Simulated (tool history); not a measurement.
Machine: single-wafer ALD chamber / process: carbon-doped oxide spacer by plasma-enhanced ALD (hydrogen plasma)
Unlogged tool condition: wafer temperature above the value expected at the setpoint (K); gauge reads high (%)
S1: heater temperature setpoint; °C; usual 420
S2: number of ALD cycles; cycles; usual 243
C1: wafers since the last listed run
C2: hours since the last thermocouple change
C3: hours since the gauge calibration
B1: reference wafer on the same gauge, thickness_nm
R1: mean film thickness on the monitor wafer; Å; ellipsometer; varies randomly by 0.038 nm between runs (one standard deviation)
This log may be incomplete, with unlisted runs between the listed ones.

| run | hour | S1 | S2 | C1 | C2 | C3 | B1 | R1 |
|---|---|---|---|---|---|---|---|---|
| 1 | 0.0 | 420 | 243 | 0 | 1693.1 | 492.4 | 14.001 | 126.22 |
| 2 | 38.8 | 409 | 243 | 38 | 1731.9 | 531.2 | 14.015 | 131.79 |
| 3 | 65.4 | 420 | 243 | 26 | 1758.5 | 557.8 | 13.994 | 125.13 |
| 4 | 133.9 | 420 | 269 | 67 | 1827.0 | 626.3 | 13.999 | 139.87 |
| 5 | 199.6 | 420 | 269 | 64 | 1892.7 | 692.0 | 13.995 | 139.20 |
| 6 | 233.2 | 420 | 243 | 33 | 1926.3 | 725.6 | 13.976 | 125.83 |
| 7 | 277.4 | 420 | 243 | 43 | 1970.5 | 769.8 | 14.005 | 126.04 |
| 8 | 319.5 | 420 | 243 | 41 | 2012.6 | 811.9 | 13.999 | 126.26 |
| 9 | 357.3 | 420 | 243 | 37 | 2050.4 | 849.7 | 14.014 | 125.86 |
| 10 | 394.1 | 420 | 243 | 36 | 2087.2 | 886.5 | 13.979 | 125.97 |
| 11 | 442.9 | 420 | 243 | 48 | 2136.0 | 935.3 | 13.977 | 124.97 |
| 12 | 497.5 | 420 | 243 | 54 | 2190.6 | 989.9 | 14.003 | 125.62 |
| 13 | 535.9 | 420 | 243 | 37 | 2229.0 | 1028.3 | 13.994 | 125.65 |
| 14 | 567.0 | 420 | 243 | 30 | 2260.1 | 1059.4 | 13.995 | 126.10 |
| 15 | 626.6 | 420 | 243 | 58 | 2319.7 | 1119.0 | 14.014 | 126.46 |
| 16 | 693.7 | 420 | 243 | 66 | 2386.8 | 1186.1 | 13.989 | 125.78 |
| 17 | 736.1 | 420 | 259 | 41 | 2429.2 | 1228.5 | 14.002 | 133.60 |
| 18 | 793.0 | 434 | 217 | 56 | 2486.1 | 1285.4 | 14.004 | 106.74 |
| 19 | 824.1 | 412 | 243 | 30 | 2517.2 | 1316.5 | 14.013 | 129.57 |
| 20 | 892.2 | 432 | 243 | 67 | 2585.3 | 1384.6 | 14.010 | 120.26 |
| 21 | 924.8 | 415 | 229 | 32 | 2617.9 | 1417.2 | 13.998 | 121.06 |
|  | 933.3 | gauge calibrated |
|  | 935.2 | thermocouple changed; heater temperature recalibrated |
| 22 | 959.3 | 420 | 243 | 26 | 24.1 | 26.0 | 13.997 | 126.12 |
| 23 | 985.1 | 416 | 288 | 25 | 49.9 | 51.8 | 13.992 | 151.63 |
| 24 | 1020.7 | 420 | 243 | 35 | 85.5 | 87.4 | 14.004 | 125.46 |
| 25 | 1071.6 | 413 | 243 | 50 | 136.4 | 138.3 | 13.996 | 129.08 |
| 26 | 1120.9 | 420 | 212 | 48 | 185.7 | 187.6 | 13.988 | 110.10 |
| 27 | 1152.6 | 420 | 288 | 31 | 217.4 | 219.3 | 14.001 | 149.18 |
| 28 | 1218.9 | 420 | 243 | 65 | 283.7 | 285.6 | 13.997 | 125.51 |
| 29 | 1246.9 | 413 | 281 | 27 | 311.7 | 313.6 | 13.994 | 148.46 |
| 30 | 1332.9 | 405 | 243 | 85 | 397.7 | 399.6 | 13.991 | 132.46 |
| 31 | 1370.0 | 420 | 285 | 36 | 434.8 | 436.7 | 13.996 | 146.95 |
| 32 | 1433.0 | 408 | 284 | 62 | 497.8 | 499.7 | 13.991 | 153.45 |

The tool's hidden state at each run:
wafer temperature above the value expected at the setpoint (K): 0 on each run
gauge reads high (%): 0 on each run

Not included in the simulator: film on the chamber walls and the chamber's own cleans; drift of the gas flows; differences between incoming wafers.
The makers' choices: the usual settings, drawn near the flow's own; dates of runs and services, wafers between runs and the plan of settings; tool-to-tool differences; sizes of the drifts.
